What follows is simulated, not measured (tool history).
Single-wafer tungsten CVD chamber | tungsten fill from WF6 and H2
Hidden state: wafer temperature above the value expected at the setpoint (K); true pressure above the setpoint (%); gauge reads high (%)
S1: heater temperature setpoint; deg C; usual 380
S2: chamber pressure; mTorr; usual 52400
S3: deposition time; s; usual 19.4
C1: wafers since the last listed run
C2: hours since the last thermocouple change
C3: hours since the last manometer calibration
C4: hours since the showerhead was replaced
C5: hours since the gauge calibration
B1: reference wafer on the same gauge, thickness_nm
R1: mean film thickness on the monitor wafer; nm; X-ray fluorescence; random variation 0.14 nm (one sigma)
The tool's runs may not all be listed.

| run | day | S1 | S2 | S3 | C1 | C2 | C3 | C4 | C5 | B1 | R1 |
|---|---|---|---|---|---|---|---|---|---|---|---|
| 1 | 0.000 | 375 | 44700 | 19.4 | 0 | 596.6 | 707.5 | 6000.1 | 150.8 | 41.827 | 41.516 |
| 2 | 1.438 | 375 | 44700 | 19.4 | 532 | 631.1 | 742.0 | 6034.6 | 185.3 | 41.869 | 41.540 |
| 3 | 2.442 | 375 | 44700 | 19.4 | 372 | 655.2 | 766.1 | 6058.7 | 209.4 | 41.751 | 41.374 |
| 4 | 3.504 | 380 | 52400 | 19.4 | 393 | 680.7 | 791.6 | 6084.2 | 234.9 | 41.766 | 48.766 |
| 5 | 4.029 | 380 | 52400 | 19.4 | 194 | 693.3 | 804.2 | 6096.8 | 247.5 | 41.781 | 49.200 |
| 6 | 4.721 | 380 | 52400 | 19.4 | 256 | 709.9 | 820.8 | 6113.4 | 264.1 | 41.817 | 48.850 |
| 7 | 5.842 | 385 | 52400 | 19.4 | 415 | 736.8 | 847.7 | 6140.3 | 291.0 | 41.838 | 54.118 |
| 8 | 7.092 | 385 | 52400 | 19.4 | 463 | 766.8 | 877.7 | 6170.3 | 321.0 | 41.819 | 54.280 |
| 9 | 8.383 | 385 | 52400 | 19.4 | 478 | 797.8 | 908.7 | 6201.3 | 352.0 | 41.743 | 54.264 |
| 10 | 8.929 | 380 | 52400 | 21.3 | 202 | 810.9 | 921.8 | 6214.4 | 365.1 | 41.824 | 53.859 |
| 11 | 9.625 | 380 | 58200 | 19.4 | 257 | 827.6 | 938.5 | 6231.1 | 381.8 | 41.745 | 50.893 |
| 12 | 11.888 | 383 | 44800 | 19.4 | 838 | 881.9 | 992.8 | 6285.4 | 436.1 | 41.769 | 48.704 |
| 13 | 13.242 | 383 | 44800 | 19.4 | 501 | 914.4 | 1025.3 | 6317.9 | 468.6 | 41.798 | 48.761 |
|  | 13.938 | capacitance manometer re-zeroed and calibrated |
| 14 | 14.729 | 383 | 44800 | 19.4 | 427 | 950.1 | 19.0 | 6353.6 | 504.3 | 41.780 | 50.460 |
| 15 | 16.108 | 375 | 44700 | 19.4 | 511 | 983.2 | 52.1 | 6386.7 | 537.4 | 41.757 | 42.567 |
| 16 | 17.225 | 385 | 42200 | 19.4 | 413 | 1010.0 | 78.9 | 6413.5 | 564.2 | 41.775 | 50.763 |
| 17 | 17.821 | 380 | 61100 | 19.4 | 220 | 1024.3 | 93.2 | 6427.8 | 578.5 | 41.782 | 53.423 |
|  | 18.188 | thermocouple changed; heater temperature recalibrated |
| 18 | 18.529 | 380 | 52400 | 21.4 | 138 | 8.2 | 110.2 | 6444.8 | 595.5 | 41.791 | 55.227 |
|  | 19.004 | gauge calibrated |
| 19 | 19.892 | 376 | 59800 | 17.1 | 504 | 40.9 | 142.9 | 6477.5 | 21.3 | 41.787 | 42.625 |
| 20 | 20.967 | 375 | 44700 | 19.4 | 398 | 66.7 | 168.7 | 6503.3 | 47.1 | 41.811 | 42.149 |
| 21 | 22.412 | 380 | 52400 | 19.4 | 535 | 101.4 | 203.4 | 6538.0 | 81.8 | 41.796 | 49.842 |
| 22 | 23.100 | 369 | 52400 | 20.9 | 254 | 117.9 | 219.9 | 6554.5 | 98.3 | 41.855 | 42.542 |
| 23 | 24.379 | 380 | 52400 | 19.4 | 474 | 148.6 | 250.6 | 6585.2 | 129.0 | 41.817 | 49.744 |
|  | 25.450 | showerhead replaced, of another model than before |
| 24 | 28.054 | 380 | 52400 | 19.4 | 1238 | 236.8 | 338.8 | 62.5 | 217.2 | 41.790 | 48.662 |
| 25 | 28.804 | 387 | 65200 | 17.8 | 277 | 254.8 | 356.8 | 80.5 | 235.2 | 41.815 | 58.948 |
| 26 | 29.962 | 384 | 57900 | 22.8 | 429 | 282.6 | 384.6 | 108.3 | 263.0 | 41.768 | 66.006 |
| 27 | 33.175 | 380 | 52400 | 15.8 | 1190 | 359.7 | 461.7 | 185.4 | 340.1 | 41.812 | 39.661 |
| 28 | 34.158 | 393 | 52400 | 18.3 | 364 | 383.3 | 485.3 | 209.0 | 363.7 | 41.783 | 59.383 |

4 ways to go on from here, each from the tool as it stands after run 28. What would each give?
| A | 34.175 | 393 | 52400 | 19.4 | 6 | 383.7 | 485.7 | 209.4 | 364.1 | ? | ? |
| B | 34.175 | 375 | 52400 | 19.4 | 6 | 383.7 | 485.7 | 209.4 | 364.1 | ? | ? |
| C | 34.175 | 388 | 52400 | 18.2 | 6 | 383.7 | 485.7 | 209.4 | 364.1 | ? | ? |
| D | 34.175 | 391 | 60500 | 19.4 | 6 | 383.7 | 485.7 | 209.4 | 364.1 | ? | ? |

| run | B1 | R1 |
|---|---|---|
| A | 41.817 | 62.756 |
| B | 41.817 | 43.759 |
| C | 41.817 | 53.426 |
| D | 41.817 | 66.316 |
Without the tool's hidden state the same runs would have given:
| run | R1 |
|---|---|
| A | 65.428 |
| B | 45.622 |
| C | 55.701 |
| D | 69.057 |
